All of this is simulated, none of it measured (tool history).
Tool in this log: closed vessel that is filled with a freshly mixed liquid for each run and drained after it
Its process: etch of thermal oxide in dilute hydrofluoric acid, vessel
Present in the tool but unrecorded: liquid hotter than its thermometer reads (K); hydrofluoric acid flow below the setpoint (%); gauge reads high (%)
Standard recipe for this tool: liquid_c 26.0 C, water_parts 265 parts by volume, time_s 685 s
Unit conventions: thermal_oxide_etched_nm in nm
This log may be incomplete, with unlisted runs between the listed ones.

run,hour,liquid_c,water_parts,time_s,wafers since the last listed run,hours since the thermometer was replaced,hours since the hydrofluoric acid flow meter was replaced,hours since the gauge calibration,"read-back film thickness of the thermal oxide reference wafer, read on the same gauge (nm)",thermal_oxide_etched_nm
1,0.0,26.0,265,685,0,2138.6,1093.9,52.6,140.00,8.93
2,9.5,26.0,265,685,410,2148.1,1103.4,62.1,140.00,8.89
3,16.6,26.0,265,685,307,2155.2,1110.5,69.2,139.99,8.95
4,32.5,26.0,200,685,687,2171.1,1126.4,85.1,140.00,12.79
5,43.0,27.5,225,685,454,2181.6,1136.9,95.6,140.00,11.61
6,69.2,26.0,265,685,1133,2207.8,1163.1,121.8,140.01,8.94
# hour 71.4: gauge calibrated
7,76.0,26.0,265,685,294,2214.6,1169.9,4.6,140.01,8.92
8,88.4,26.0,265,685,536,2227.0,1182.3,17.0,140.00,8.98
9,95.9,26.0,265,280,324,2234.5,1189.8,24.5,140.01,3.61
# hour 112.6: thermometer replaced
10,113.1,23.0,190,315,700,0.5,1207.0,41.7,140.00,5.53
11,120.4,26.0,265,685,315,7.8,1214.3,49.0,140.01,8.84
12,133.2,26.0,195,915,553,20.6,1227.1,61.8,140.00,17.25

The next listed run, before its measurement:
# hour 144.5: hydrofluoric acid flow meter replaced
13,145.0,23.5,320,915,467,32.4,0.5,73.6,?,?

read-back film thickness of the thermal oxide reference wafer, read on the same gauge (nm): 139.99
thermal_oxide_etched_nm: 10.19 nm
Had the tool carried no hidden state, the very same run would have given thermal_oxide_etched_nm 10.23 nm.

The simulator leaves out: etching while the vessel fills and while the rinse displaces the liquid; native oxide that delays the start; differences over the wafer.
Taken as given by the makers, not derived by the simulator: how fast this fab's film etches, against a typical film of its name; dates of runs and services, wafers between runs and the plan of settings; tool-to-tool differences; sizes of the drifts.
